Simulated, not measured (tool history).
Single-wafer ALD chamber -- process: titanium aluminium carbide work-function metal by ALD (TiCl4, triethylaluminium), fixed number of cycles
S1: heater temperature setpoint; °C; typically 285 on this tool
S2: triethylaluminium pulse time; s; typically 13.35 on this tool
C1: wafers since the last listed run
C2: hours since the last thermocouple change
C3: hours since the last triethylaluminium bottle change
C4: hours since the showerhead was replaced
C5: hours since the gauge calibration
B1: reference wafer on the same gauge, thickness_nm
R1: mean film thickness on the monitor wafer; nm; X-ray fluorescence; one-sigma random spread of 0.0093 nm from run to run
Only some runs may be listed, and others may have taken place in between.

run    hour   S1     S2    C1      C2      C3      C4      C5     B1     R1
  1     0.0  285  13.35     0   529.2   181.9  5316.4   742.8  1.906  2.070
  2    44.4  285  13.35   508   573.6   226.3  5360.8   787.2  1.911  2.059
  3   102.2  285  13.35   661   631.4   284.1  5418.6   845.0  1.914  2.090
  4   202.5  285  13.35  1148   731.7   384.4  5518.9   945.3  1.910  2.072
  5   300.1  285  13.35  1117   829.3   482.0  5616.5  1042.9  1.909  2.065
  6   453.1  285  13.35  1751   982.3   635.0  5769.5  1195.9  1.908  2.074
  7   500.3  285  13.35   540  1029.5   682.2  5816.7  1243.1  1.914  2.070
  8   558.9  285  13.35   671  1088.1   740.8  5875.3  1301.7  1.909  2.096
      594.3  -- thermocouple changed; heater temperature recalibrated
  9   612.7  285  15.04   524    18.4   794.6  5929.1  1355.5  1.910  2.043
 10   656.0  285  10.07   495    61.7   837.9  5972.4  1398.8  1.907  1.974
 11   726.8  285  13.35   810   132.5   908.7  6043.2  1469.6  1.905  2.036
 12   815.5  285  13.35  1015   221.2   997.4  6131.9  1558.3  1.912  2.039
 13   898.7  279  10.73   952   304.4  1080.6  6215.1  1641.5  1.915  1.942
      911.6  -- showerhead replaced
 14  1003.7  271  11.72  1110   409.4  1185.6    92.1  1746.5  1.909  1.896

Expected results for the next run?
 15  1087.9  295  18.05  964  493.6  1269.8  176.3  1830.7   ?   ?

B1: 1.909
R1: 2.192 nm
Were there no unlogged condition in the tool, this run, its random variation unchanged, would have produced R1 2.142 nm.
